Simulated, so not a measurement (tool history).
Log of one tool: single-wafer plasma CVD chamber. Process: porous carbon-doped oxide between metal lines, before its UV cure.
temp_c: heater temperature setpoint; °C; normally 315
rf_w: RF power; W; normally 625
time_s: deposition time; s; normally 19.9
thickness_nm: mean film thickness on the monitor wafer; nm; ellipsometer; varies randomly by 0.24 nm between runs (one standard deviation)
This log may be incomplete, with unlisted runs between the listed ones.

run	hour	temp_c	rf_w	time_s	read-back reference wafer on the same gauge, thickness_nm	thickness_nm
1	0	319	625	19.9	121.003	115.699
2	17.7	319	625	19.9	121.06	115.696
3	30.6	319	625	19.9	121.097	115.807
4	46.4	315	625	19.9	121.051	118.64
5	63.2	315	625	19.9	121.076	118.853
# hour 76.2: RF generator calibrated
6	79.8	315	625	19.9	120.901	118.41
7	99.4	315	625	19.9	120.991	118.587
8	113.7	315	625	19.9	120.996	118.452
9	122.2	315	625	19.9	121.042	118.213
# hour 123.5: gauge calibrated
10	135.7	324	745	22	120.986	142.246
11	149.3	315	680	19.9	121.012	127.228
12	166.4	315	625	19.9	120.985	118.965
# hour 186.4: showerhead replaced, of another model than before
# hour 191.1: thermocouple changed; heater temperature recalibrated
13	191.6	320	585	19.9	120.992	108.966
14	206.6	315	625	19.9	121	115.649
15	217.2	315	540	22.9	120.977	123.988
16	225.8	322	625	19.9	120.987	110.943
17	236.9	325	515	19.9	121.104	100.453
18	252.9	315	625	22.2	121.078	128.93

Difference, measured minus no-hidden-state, one row per run. Run-to-run variation is common to both terms; the gauge's own scatter need not be:
Hidden state present: wafer temperature above the value expected at the setpoint (K); delivered RF power above the setpoint (%); gauge reads high (%).
run	thickness_nm
1	+2.334
2	+2.387
3	+2.428
4	+2.576
5	+2.634
6	+2.675
7	+2.741
8	+2.783
9	+2.803
10	+3.229
11	+3.109
12	+2.96
13	-0.196
14	-0.172
15	-0.149
16	-0.102
17	-0.064
18	-0.032
